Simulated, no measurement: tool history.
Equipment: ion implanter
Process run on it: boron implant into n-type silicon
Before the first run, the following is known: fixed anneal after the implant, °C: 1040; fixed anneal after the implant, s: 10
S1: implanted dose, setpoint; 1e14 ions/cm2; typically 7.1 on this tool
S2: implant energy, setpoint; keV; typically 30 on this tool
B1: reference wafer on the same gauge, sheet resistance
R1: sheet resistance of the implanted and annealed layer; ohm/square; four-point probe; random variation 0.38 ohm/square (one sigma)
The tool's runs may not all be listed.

run	hour	S1	S2	B1	R1
1	0	7.1	24	166.92	145.35
2	16.3	7.1	24	166.93	145.17
3	27.1	8.11	30	166.96	127.73
4	39	8.11	30	167.02	127.09
5	50.4	8.11	30	166.93	127.65
6	61	7.1	30	166.95	142.29
7	76.2	7.1	30	166.95	141.93
8	89.7	7.1	30	167.06	142.28
9	97.4	7.1	35	167.08	140.48
10	103.9	5.41	30	167.02	178.64
11	118.3	5.41	30	167.11	178.87
12	131.6	5.41	30	166.99	178.42
13	139.4	7.1	30	167.02	142.27
14	146.5	7.1	30	167.03	141.72
15	158	8.16	36	166.91	124.91
16	166.1	8.49	30	167.03	122.48
17	192	7.78	21.5	166.87	135.59
18	209	5.3	21	167.12	188.87
19	222.3	7.1	30	167.04	142.31
# hour 234.4: Faraday cup replaced and dose calibrated
20	235.5	9	26	166.83	122.38
21	245.3	7.66	33	166.92	138.25
22	259.1	7.82	37.5	167.06	134.14
23	267.6	8.47	30	166.96	127.86
24	273.8	7.1	30	166.98	147.91
# hour 278.4: gauge calibrated
25	284.3	7.1	24.5	166.91	151.19
26	291.3	5.58	20	166.96	189.58
27	304.6	6.16	25	166.89	169.49
28	320.1	7.1	36	166.98	144.41
# hour 334.8: extraction supply calibrated
29	335.3	9.12	33.5	167.08	118.63
30	335.6	7.1	30	166.97	148.18
31	350.2	7.94	30	167.11	133.5
32	364.7	7.1	24	167.11	149.96
33	378.9	5.6	24.5	167.07	183.36
34	422.7	9.04	24	167.03	121.52
35	457.3	9.14	22.5	166.97	120.58
36	474.7	7.1	30	166.98	145.9
37	490	7.1	30	167.05	145.27

Hidden state or all else? Some run-to-run changes of R1, split into what the settings, what came in and random variation would give without the hidden state, and what is left for the hidden state (with any gauge scatter that isn't in both results):
Hidden state at play: deviation of the true dose from the Faraday cup's reading, %; deviation of the true energy from its setpoint, %; gauge reads high (%).
Run 17 -> 18: S1 7.78 -> 5.3, S2 21.5 -> 21. R1 +53.28 ohm/square: hidden state -2.29, all else +55.57.
Run 18 -> 19: S1 5.3 -> 7.1, S2 21 -> 30. R1 -46.56 ohm/square: hidden state +2.19, all else -48.75.
Run 19 -> 20: S1 7.1 -> 9, S2 30 -> 26, Faraday cup replaced and dose calibrated. R1 -19.93 ohm/square: hidden state +6.12, all else -26.05.
Run 33 -> 34: S1 5.6 -> 9.04, S2 24.5 -> 24. R1 -61.84 ohm/square: hidden state +0.57, all else -62.41.
